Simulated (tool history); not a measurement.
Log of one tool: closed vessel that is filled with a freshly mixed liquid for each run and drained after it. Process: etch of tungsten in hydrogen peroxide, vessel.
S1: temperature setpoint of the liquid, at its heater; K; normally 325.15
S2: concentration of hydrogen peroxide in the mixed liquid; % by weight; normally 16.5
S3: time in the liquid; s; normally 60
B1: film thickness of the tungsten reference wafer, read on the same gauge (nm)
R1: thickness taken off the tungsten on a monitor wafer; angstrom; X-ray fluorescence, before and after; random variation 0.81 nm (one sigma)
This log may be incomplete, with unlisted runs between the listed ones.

{"run": 1, "hour": 0.0, "S1": 325.15, "S2": 16.5, "S3": 60, "B1": 89.98, "R1": 1605.2}
{"run": 2, "hour": 54.9, "S1": 325.15, "S2": 16.5, "S3": 60, "B1": 90.01, "R1": 1614.4}
{"run": 3, "hour": 268.3, "S1": 325.15, "S2": 16.5, "S3": 60, "B1": 89.95, "R1": 1602.6}
{"run": 4, "hour": 326.2, "S1": 325.15, "S2": 16.5, "S3": 60, "B1": 89.99, "R1": 1590.9}
{"hour": 354.2, "done": "thermometer replaced"}
{"run": 5, "hour": 360.5, "S1": 325.15, "S2": 16.5, "S3": 60, "B1": 89.97, "R1": 1583.3}
{"run": 6, "hour": 423.0, "S1": 325.15, "S2": 16.5, "S3": 60, "B1": 90.03, "R1": 1582.7}
{"run": 7, "hour": 471.5, "S1": 325.15, "S2": 16.5, "S3": 60, "B1": 89.98, "R1": 1579.1}
{"hour": 521.5, "done": "gauge calibrated"}
{"run": 8, "hour": 531.4, "S1": 325.15, "S2": 16.5, "S3": 60, "B1": 90.02, "R1": 1581.3}
{"run": 9, "hour": 579.2, "S1": 325.15, "S2": 18.0, "S3": 60, "B1": 90.03, "R1": 1653.5}
{"run": 10, "hour": 612.6, "S1": 325.15, "S2": 16.5, "S3": 60, "B1": 90.01, "R1": 1568.7}
{"run": 11, "hour": 671.9, "S1": 325.15, "S2": 16.5, "S3": 60, "B1": 90.04, "R1": 1576.2}
{"hour": 692.0, "done": "peroxide flow meter replaced"}
{"run": 12, "hour": 699.9, "S1": 325.15, "S2": 16.5, "S3": 60, "B1": 89.95, "R1": 1585.3}
{"run": 13, "hour": 755.9, "S1": 316.65, "S2": 13.0, "S3": 40, "B1": 89.99, "R1": 547.6}
{"hour": 802.5, "done": "new drum of peroxide connected"}
{"run": 14, "hour": 947.3, "S1": 328.65, "S2": 16.5, "S3": 45, "B1": 89.99, "R1": 1470.3}
{"run": 15, "hour": 981.1, "S1": 325.15, "S2": 16.5, "S3": 80, "B1": 90.0, "R1": 2149.5}
{"run": 16, "hour": 1042.7, "S1": 316.15, "S2": 13.5, "S3": 50, "B1": 89.99, "R1": 685.2}
{"run": 17, "hour": 1088.3, "S1": 325.15, "S2": 13.0, "S3": 70, "B1": 90.01, "R1": 1642.3}
{"run": 18, "hour": 1130.2, "S1": 320.15, "S2": 12.0, "S3": 60, "B1": 90.0, "R1": 997.8}
{"run": 19, "hour": 1196.1, "S1": 325.15, "S2": 16.5, "S3": 60, "B1": 89.99, "R1": 1575.2}
{"run": 20, "hour": 1252.3, "S1": 332.65, "S2": 14.0, "S3": 60, "B1": 89.97, "R1": 2276.5}
{"run": 21, "hour": 1300.9, "S1": 325.15, "S2": 16.5, "S3": 70, "B1": 90.02, "R1": 1836.1}
{"run": 22, "hour": 1340.2, "S1": 325.15, "S2": 21.0, "S3": 40, "B1": 89.98, "R1": 1177.9}
{"run": 23, "hour": 1377.3, "S1": 315.65, "S2": 19.5, "S3": 30, "B1": 90.0, "R1": 472.2}
{"run": 24, "hour": 1443.6, "S1": 325.15, "S2": 16.5, "S3": 60, "B1": 90.03, "R1": 1567.3}
{"run": 25, "hour": 1508.3, "S1": 325.15, "S2": 16.5, "S3": 60, "B1": 90.01, "R1": 1555.1}

Run 26, settings as shown, results not yet in. Your forecast:
{"run": 26, "hour": 1541.9, "S1": 325.15, "S2": 16.5, "S3": 60, "B1": "?", "R1": "?"}

B1: 89.99
R1: 1578.4 angstrom
If the tool had no hidden condition, the same run with the same run-to-run variation would have returned R1 1628.1 angstrom.
